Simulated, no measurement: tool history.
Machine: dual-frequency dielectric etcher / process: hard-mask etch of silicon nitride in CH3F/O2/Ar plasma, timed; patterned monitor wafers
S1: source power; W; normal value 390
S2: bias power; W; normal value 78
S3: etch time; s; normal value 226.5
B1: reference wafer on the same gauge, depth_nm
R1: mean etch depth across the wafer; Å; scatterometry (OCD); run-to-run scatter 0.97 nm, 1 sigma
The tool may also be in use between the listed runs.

run,day,S1,S2,S3,B1,R1
1,0.000,390,93,226.5,131.7,1700
2,3.642,390,93,226.5,132.1,1707
3,7.067,390,78,226.5,131.9,1550
4,11.554,390,78,226.5,131.9,1540
# day 14.125: wet clean of the chamber
5,15.862,390,69,226.5,132.0,1454
6,17.942,390,69,226.5,131.7,1459
# day 19.050: gauge calibrated
7,19.683,390,78,226.5,132.1,1530
8,23.771,390,94,226.5,131.6,1701
9,25.575,390,78,247.0,132.2,1685
10,28.912,460,72,226.5,132.2,1576
11,30.983,480,73,207.0,132.1,1472
12,34.342,390,78,226.5,132.2,1551
# day 36.433: upper electrode replaced
13,37.717,480,85,200.5,131.9,1553
14,39.612,390,84,226.5,131.9,1587
15,42.725,320,59,226.5,132.0,1255
# day 43.854: wet clean of the chamber
16,44.496,450,84,201.5,131.8,1501
17,46.042,440,78,226.5,132.0,1608
18,47.842,390,98,226.5,131.6,1745
19,59.892,390,78,226.5,131.6,1534
20,62.992,320,87,201.0,131.8,1347
21,65.654,480,93,251.5,132.4,2007
# day 66.221: source power generator calibrated
22,67.817,390,78,226.5,131.7,1535
# day 69.300: bias power generator calibrated
23,71.812,390,78,194.0,132.1,1322
# day 75.238: wet clean of the chamber
24,75.258,390,78,226.5,132.0,1532
25,77.742,300,89,226.5,131.7,1501
26,80.604,480,85,270.0,131.7,2060
27,84.458,390,78,283.5,132.3,1932
28,88.012,430,73,196.0,131.8,1332
29,91.062,480,97,226.5,132.1,1828
30,94.308,390,78,226.5,131.9,1527
31,97.788,390,78,275.0,132.3,1876

Forecast each of these 3 alternatives for the next run:
A,97.808,390,92,226.5,?,?
B,97.808,390,72,207.5,?,?
C,97.808,330,78,226.5,?,?

run,B1,R1
A,132.0,1683
B,132.0,1364
C,132.0,1466
What these runs would have given with no unlogged condition in the tool:
run,R1
A,1683
B,1364
C,1466

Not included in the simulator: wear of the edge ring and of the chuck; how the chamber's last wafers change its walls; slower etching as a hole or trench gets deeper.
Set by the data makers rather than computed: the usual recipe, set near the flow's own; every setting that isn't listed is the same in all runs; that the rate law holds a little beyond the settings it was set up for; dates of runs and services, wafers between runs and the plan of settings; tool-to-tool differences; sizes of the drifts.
